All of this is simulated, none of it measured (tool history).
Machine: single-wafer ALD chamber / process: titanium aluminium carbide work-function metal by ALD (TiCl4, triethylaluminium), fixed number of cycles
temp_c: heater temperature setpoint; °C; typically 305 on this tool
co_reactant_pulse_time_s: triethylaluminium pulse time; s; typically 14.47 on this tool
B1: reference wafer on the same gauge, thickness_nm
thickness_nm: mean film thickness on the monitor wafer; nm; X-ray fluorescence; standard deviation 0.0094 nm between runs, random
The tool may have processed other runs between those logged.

{"run": 1, "hour": 0.0, "temp_c": 305, "co_reactant_pulse_time_s": 14.47, "B1": 2.071, "thickness_nm": 2.035}
{"run": 2, "hour": 28.5, "temp_c": 305, "co_reactant_pulse_time_s": 14.47, "B1": 2.071, "thickness_nm": 2.027}
{"run": 3, "hour": 69.5, "temp_c": 305, "co_reactant_pulse_time_s": 14.47, "B1": 2.07, "thickness_nm": 2.023}
{"run": 4, "hour": 124.0, "temp_c": 305, "co_reactant_pulse_time_s": 14.47, "B1": 2.07, "thickness_nm": 2.017}
{"run": 5, "hour": 188.5, "temp_c": 305, "co_reactant_pulse_time_s": 14.47, "B1": 2.069, "thickness_nm": 2.024}
{"run": 6, "hour": 248.6, "temp_c": 305, "co_reactant_pulse_time_s": 14.47, "B1": 2.069, "thickness_nm": 2.024}
{"run": 7, "hour": 279.9, "temp_c": 305, "co_reactant_pulse_time_s": 14.47, "B1": 2.071, "thickness_nm": 2.01}
{"run": 8, "hour": 330.8, "temp_c": 311, "co_reactant_pulse_time_s": 16.43, "B1": 2.07, "thickness_nm": 2.125}
{"run": 9, "hour": 390.2, "temp_c": 305, "co_reactant_pulse_time_s": 14.47, "B1": 2.07, "thickness_nm": 1.996}
{"run": 10, "hour": 419.1, "temp_c": 305, "co_reactant_pulse_time_s": 14.47, "B1": 2.069, "thickness_nm": 1.991}
{"run": 11, "hour": 460.7, "temp_c": 305, "co_reactant_pulse_time_s": 14.47, "B1": 2.07, "thickness_nm": 1.996}
{"run": 12, "hour": 523.8, "temp_c": 293, "co_reactant_pulse_time_s": 14.47, "B1": 2.07, "thickness_nm": 1.868}
{"run": 13, "hour": 581.8, "temp_c": 293, "co_reactant_pulse_time_s": 14.47, "B1": 2.069, "thickness_nm": 1.861}
{"hour": 668.3, "done": "thermocouple changed; heater temperature recalibrated"}
{"run": 14, "hour": 725.7, "temp_c": 293, "co_reactant_pulse_time_s": 14.47, "B1": 2.069, "thickness_nm": 1.828}
{"run": 15, "hour": 793.1, "temp_c": 311, "co_reactant_pulse_time_s": 14.47, "B1": 2.068, "thickness_nm": 2.008}
{"hour": 841.9, "done": "triethylaluminium bottle replaced"}
{"run": 16, "hour": 844.7, "temp_c": 291, "co_reactant_pulse_time_s": 19.12, "B1": 2.069, "thickness_nm": 1.945}
{"run": 17, "hour": 898.1, "temp_c": 305, "co_reactant_pulse_time_s": 14.47, "B1": 2.071, "thickness_nm": 2.059}
{"run": 18, "hour": 950.9, "temp_c": 305, "co_reactant_pulse_time_s": 14.47, "B1": 2.07, "thickness_nm": 2.089}
{"run": 19, "hour": 982.7, "temp_c": 305, "co_reactant_pulse_time_s": 18.05, "B1": 2.07, "thickness_nm": 2.1}
{"run": 20, "hour": 1013.8, "temp_c": 310, "co_reactant_pulse_time_s": 19.32, "B1": 2.07, "thickness_nm": 2.16}
{"hour": 1022.0, "done": "gauge calibrated"}
{"run": 21, "hour": 1056.2, "temp_c": 292, "co_reactant_pulse_time_s": 9.26, "B1": 2.069, "thickness_nm": 1.789}
{"hour": 1097.3, "done": "showerhead replaced"}
{"run": 22, "hour": 1097.8, "temp_c": 299, "co_reactant_pulse_time_s": 19.74, "B1": 2.07, "thickness_nm": 2.018}
{"run": 23, "hour": 1155.8, "temp_c": 295, "co_reactant_pulse_time_s": 14.47, "B1": 2.069, "thickness_nm": 1.969}
{"run": 24, "hour": 1195.7, "temp_c": 291, "co_reactant_pulse_time_s": 19.49, "B1": 2.071, "thickness_nm": 1.954}
{"run": 25, "hour": 1264.3, "temp_c": 293, "co_reactant_pulse_time_s": 14.47, "B1": 2.071, "thickness_nm": 1.929}
{"run": 26, "hour": 1300.3, "temp_c": 309, "co_reactant_pulse_time_s": 11.92, "B1": 2.071, "thickness_nm": 2.055}
{"run": 27, "hour": 1325.6, "temp_c": 319, "co_reactant_pulse_time_s": 14.47, "B1": 2.069, "thickness_nm": 2.188}
{"run": 28, "hour": 1391.5, "temp_c": 295, "co_reactant_pulse_time_s": 14.47, "B1": 2.071, "thickness_nm": 1.945}
{"run": 29, "hour": 1424.9, "temp_c": 315, "co_reactant_pulse_time_s": 10.16, "B1": 2.07, "thickness_nm": 2.023}
{"run": 30, "hour": 1480.6, "temp_c": 305, "co_reactant_pulse_time_s": 14.47, "B1": 2.07, "thickness_nm": 2.058}
{"run": 31, "hour": 1546.1, "temp_c": 305, "co_reactant_pulse_time_s": 14.47, "B1": 2.07, "thickness_nm": 2.044}
{"run": 32, "hour": 1575.7, "temp_c": 305, "co_reactant_pulse_time_s": 14.47, "B1": 2.071, "thickness_nm": 2.072}

5 options for the next run, each taken on its own from the tool as it stands now. Forecast them:
{"run": "A", "hour": 1576.1, "temp_c": 292, "co_reactant_pulse_time_s": 14.47, "B1": "?", "thickness_nm": "?"}
{"run": "B", "hour": 1576.1, "temp_c": 320, "co_reactant_pulse_time_s": 8.96, "B1": "?", "thickness_nm": "?"}
{"run": "C", "hour": 1576.1, "temp_c": 305, "co_reactant_pulse_time_s": 17.3, "B1": "?", "thickness_nm": "?"}
{"run": "D", "hour": 1576.1, "temp_c": 305, "co_reactant_pulse_time_s": 12.11, "B1": "?", "thickness_nm": "?"}
{"run": "E", "hour": 1576.1, "temp_c": 293, "co_reactant_pulse_time_s": 11.04, "B1": "?", "thickness_nm": "?"}

run=A B1=2.07 thickness_nm=1.92
run=B B1=2.07 thickness_nm=1.954
run=C B1=2.07 thickness_nm=2.073
run=D B1=2.07 thickness_nm=1.999
run=E B1=2.07 thickness_nm=1.845
Without the tool's hidden state the same runs would have given:
run=A thickness_nm=1.943
run=B thickness_nm=2.07
run=C thickness_nm=2.084
run=D thickness_nm=2.048
run=E thickness_nm=1.906
